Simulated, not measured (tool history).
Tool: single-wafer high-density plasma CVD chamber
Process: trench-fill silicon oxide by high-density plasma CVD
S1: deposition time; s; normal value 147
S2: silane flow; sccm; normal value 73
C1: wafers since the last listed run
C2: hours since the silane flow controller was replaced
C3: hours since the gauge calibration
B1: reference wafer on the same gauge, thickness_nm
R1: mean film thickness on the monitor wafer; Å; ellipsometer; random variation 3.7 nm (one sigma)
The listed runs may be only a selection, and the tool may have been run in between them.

{"run": 1, "hour": 0.0, "S1": 147, "S2": 73, "C1": 0, "C2": 3052.6, "C3": 497.7, "B1": 919.655, "R1": 11313.87}
{"run": 2, "hour": 16.6, "S1": 147, "S2": 73, "C1": 92, "C2": 3069.2, "C3": 514.3, "B1": 920.163, "R1": 11253.27}
{"run": 3, "hour": 34.4, "S1": 147, "S2": 73, "C1": 99, "C2": 3087.0, "C3": 532.1, "B1": 920.06, "R1": 11247.09}
{"run": 4, "hour": 61.1, "S1": 147, "S2": 73, "C1": 149, "C2": 3113.7, "C3": 558.8, "B1": 920.674, "R1": 11256.97}
{"run": 5, "hour": 86.2, "S1": 147, "S2": 73, "C1": 140, "C2": 3138.8, "C3": 583.9, "B1": 920.411, "R1": 11204.22}
{"run": 6, "hour": 102.7, "S1": 147, "S2": 73, "C1": 92, "C2": 3155.3, "C3": 600.4, "B1": 920.115, "R1": 11286.88}
{"hour": 122.9, "done": "gauge calibrated"}
{"run": 7, "hour": 132.6, "S1": 147, "S2": 66, "C1": 167, "C2": 3185.2, "C3": 9.7, "B1": 920.236, "R1": 10157.72}
{"run": 8, "hour": 157.7, "S1": 147, "S2": 66, "C1": 140, "C2": 3210.3, "C3": 34.8, "B1": 920.351, "R1": 10205.79}
{"run": 9, "hour": 172.3, "S1": 147, "S2": 82, "C1": 81, "C2": 3224.9, "C3": 49.4, "B1": 920.652, "R1": 12658.32}
{"run": 10, "hour": 187.7, "S1": 147, "S2": 82, "C1": 86, "C2": 3240.3, "C3": 64.8, "B1": 919.75, "R1": 12668.81}
{"run": 11, "hour": 211.3, "S1": 147, "S2": 73, "C1": 131, "C2": 3263.9, "C3": 88.4, "B1": 920.449, "R1": 11247.57}
{"run": 12, "hour": 239.9, "S1": 147, "S2": 73, "C1": 159, "C2": 3292.5, "C3": 117.0, "B1": 920.089, "R1": 11229.39}
{"run": 13, "hour": 267.0, "S1": 147, "S2": 84, "C1": 151, "C2": 3319.6, "C3": 144.1, "B1": 920.397, "R1": 12967.36}
{"hour": 354.8, "done": "silane flow controller replaced"}
{"run": 14, "hour": 359.0, "S1": 147, "S2": 77, "C1": 469, "C2": 4.2, "C3": 236.1, "B1": 920.101, "R1": 11135.78}
{"run": 15, "hour": 373.8, "S1": 130, "S2": 73, "C1": 82, "C2": 19.0, "C3": 250.9, "B1": 919.845, "R1": 9404.48}
{"run": 16, "hour": 406.2, "S1": 125, "S2": 73, "C1": 181, "C2": 51.4, "C3": 283.3, "B1": 919.367, "R1": 8995.06}
{"run": 17, "hour": 440.1, "S1": 125, "S2": 73, "C1": 189, "C2": 85.3, "C3": 317.2, "B1": 919.354, "R1": 9037.0}
{"run": 18, "hour": 455.3, "S1": 125, "S2": 73, "C1": 84, "C2": 100.5, "C3": 332.4, "B1": 919.821, "R1": 9000.52}
{"run": 19, "hour": 558.3, "S1": 147, "S2": 62, "C1": 575, "C2": 203.5, "C3": 435.4, "B1": 919.841, "R1": 9078.55}
{"run": 20, "hour": 572.6, "S1": 157, "S2": 73, "C1": 79, "C2": 217.8, "C3": 449.7, "B1": 919.963, "R1": 11434.6}
{"run": 21, "hour": 605.0, "S1": 147, "S2": 73, "C1": 181, "C2": 250.2, "C3": 482.1, "B1": 919.326, "R1": 10709.21}
{"run": 22, "hour": 634.3, "S1": 147, "S2": 73, "C1": 163, "C2": 279.5, "C3": 511.4, "B1": 919.243, "R1": 10815.52}
{"run": 23, "hour": 651.8, "S1": 147, "S2": 73, "C1": 97, "C2": 297.0, "C3": 528.9, "B1": 919.917, "R1": 10730.38}
{"run": 24, "hour": 667.3, "S1": 176, "S2": 62, "C1": 86, "C2": 312.5, "C3": 544.4, "B1": 919.352, "R1": 10948.77}
{"run": 25, "hour": 691.8, "S1": 147, "S2": 73, "C1": 136, "C2": 337.0, "C3": 568.9, "B1": 919.013, "R1": 10874.68}
{"run": 26, "hour": 720.1, "S1": 147, "S2": 73, "C1": 158, "C2": 365.3, "C3": 597.2, "B1": 920.188, "R1": 10822.97}
{"run": 27, "hour": 750.5, "S1": 161, "S2": 83, "C1": 169, "C2": 395.7, "C3": 627.6, "B1": 920.119, "R1": 13385.81}

Run 28 comes next. What will it give?
{"run": 28, "hour": 770.5, "S1": 168, "S2": 83, "C1": 111, "C2": 415.7, "C3": 647.6, "B1": "?", "R1": "?"}

B1: 920.289
R1: 13946.33 Å
The same run, on a tool lacking any hidden state, would have yielded R1 13579.89 Å.

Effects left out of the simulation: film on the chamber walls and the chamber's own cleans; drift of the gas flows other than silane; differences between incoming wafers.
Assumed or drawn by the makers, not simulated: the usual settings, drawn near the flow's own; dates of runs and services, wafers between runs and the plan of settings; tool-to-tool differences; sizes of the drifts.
